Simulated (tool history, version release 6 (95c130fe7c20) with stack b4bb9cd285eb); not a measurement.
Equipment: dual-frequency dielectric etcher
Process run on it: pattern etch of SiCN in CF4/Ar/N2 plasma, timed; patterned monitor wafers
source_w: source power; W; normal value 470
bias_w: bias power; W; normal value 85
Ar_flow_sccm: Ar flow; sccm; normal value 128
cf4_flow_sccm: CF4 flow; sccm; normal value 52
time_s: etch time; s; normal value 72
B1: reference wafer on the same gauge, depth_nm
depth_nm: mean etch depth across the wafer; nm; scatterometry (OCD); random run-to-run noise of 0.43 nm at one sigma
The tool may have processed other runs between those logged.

run 1 hour=0 | source_w=470 bias_w=85 Ar_flow_sccm=128 cf4_flow_sccm=60 time_s=72 | B1=67.4 | depth_nm=62.1
run 2 hour=84.5 | source_w=470 bias_w=85 Ar_flow_sccm=128 cf4_flow_sccm=52 time_s=72 | B1=67.3 | depth_nm=59.7
run 3 hour=120.8 | source_w=570 bias_w=85 Ar_flow_sccm=143 cf4_flow_sccm=52 time_s=72 | B1=67.2 | depth_nm=67.9
-- hour=200.2 wet clean of the chamber
run 4 hour=216.1 | source_w=440 bias_w=95 Ar_flow_sccm=128 cf4_flow_sccm=52 time_s=72 | B1=67 | depth_nm=59.7
run 5 hour=286.1 | source_w=350 bias_w=85 Ar_flow_sccm=151 cf4_flow_sccm=52 time_s=89.5 | B1=66.8 | depth_nm=57.4
run 6 hour=353.5 | source_w=470 bias_w=85 Ar_flow_sccm=128 cf4_flow_sccm=52 time_s=72 | B1=66.8 | depth_nm=59.8
run 7 hour=448.8 | source_w=580 bias_w=101 Ar_flow_sccm=128 cf4_flow_sccm=52 time_s=63 | B1=66.5 | depth_nm=65.9
run 8 hour=518 | source_w=470 bias_w=85 Ar_flow_sccm=128 cf4_flow_sccm=52 time_s=72 | B1=66.2 | depth_nm=60.1
run 9 hour=611.8 | source_w=470 bias_w=85 Ar_flow_sccm=128 cf4_flow_sccm=52 time_s=72 | B1=65.8 | depth_nm=59.7
run 10 hour=739.2 | source_w=470 bias_w=85 Ar_flow_sccm=128 cf4_flow_sccm=52 time_s=72 | B1=65.7 | depth_nm=59
run 11 hour=833.6 | source_w=470 bias_w=80 Ar_flow_sccm=140 cf4_flow_sccm=48 time_s=83.5 | B1=65.5 | depth_nm=64
-- hour=865.2 Ar flow controller replaced
-- hour=876 gauge calibrated
run 12 hour=897.2 | source_w=470 bias_w=105 Ar_flow_sccm=128 cf4_flow_sccm=52 time_s=72 | B1=70.4 | depth_nm=68.7
run 13 hour=949.1 | source_w=470 bias_w=85 Ar_flow_sccm=159 cf4_flow_sccm=48 time_s=72 | B1=70.2 | depth_nm=59.1
-- hour=978.2 wet clean of the chamber
run 14 hour=1021.4 | source_w=560 bias_w=93 Ar_flow_sccm=128 cf4_flow_sccm=58 time_s=72 | B1=70.2 | depth_nm=76.3
run 15 hour=1098.8 | source_w=470 bias_w=85 Ar_flow_sccm=128 cf4_flow_sccm=52 time_s=72 | B1=70.4 | depth_nm=62.2
run 16 hour=1147.3 | source_w=560 bias_w=85 Ar_flow_sccm=128 cf4_flow_sccm=52 time_s=92 | B1=70.3 | depth_nm=92
run 17 hour=1246.4 | source_w=400 bias_w=85 Ar_flow_sccm=111 cf4_flow_sccm=52 time_s=72 | B1=70.2 | depth_nm=57.5
run 18 hour=1312.5 | source_w=470 bias_w=85 Ar_flow_sccm=103 cf4_flow_sccm=52 time_s=90 | B1=70.4 | depth_nm=81.8
run 19 hour=1416.6 | source_w=470 bias_w=85 Ar_flow_sccm=128 cf4_flow_sccm=52 time_s=87 | B1=70.3 | depth_nm=75.7
run 20 hour=1497.3 | source_w=470 bias_w=85 Ar_flow_sccm=128 cf4_flow_sccm=52 time_s=72 | B1=70.2 | depth_nm=62.5
-- hour=1560.1 wet clean of the chamber
run 21 hour=1560.6 | source_w=470 bias_w=85 Ar_flow_sccm=128 cf4_flow_sccm=52 time_s=72 | B1=70.1 | depth_nm=62.1
run 22 hour=1594.3 | source_w=400 bias_w=85 Ar_flow_sccm=111 cf4_flow_sccm=52 time_s=72 | B1=70 | depth_nm=56.7

Here are 3 independent what-if runs from the current tool condition. What would each one return?
run A hour=1594.7 | source_w=470 bias_w=85 Ar_flow_sccm=128 cf4_flow_sccm=52 time_s=72 | B1=? | depth_nm=?
run B hour=1594.7 | source_w=470 bias_w=67 Ar_flow_sccm=128 cf4_flow_sccm=64 time_s=72 | B1=? | depth_nm=?
run C hour=1594.7 | source_w=500 bias_w=85 Ar_flow_sccm=128 cf4_flow_sccm=52 time_s=72 | B1=? | depth_nm=?

run=A B1=70.3 depth_nm=61.9
run=B B1=70.3 depth_nm=58
run=C B1=70.3 depth_nm=64.9
Take away the tool's hidden state, keep each run's random variation, and the runs would have read:
run=A depth_nm=62.6
run=B depth_nm=58.7
run=C depth_nm=65.6

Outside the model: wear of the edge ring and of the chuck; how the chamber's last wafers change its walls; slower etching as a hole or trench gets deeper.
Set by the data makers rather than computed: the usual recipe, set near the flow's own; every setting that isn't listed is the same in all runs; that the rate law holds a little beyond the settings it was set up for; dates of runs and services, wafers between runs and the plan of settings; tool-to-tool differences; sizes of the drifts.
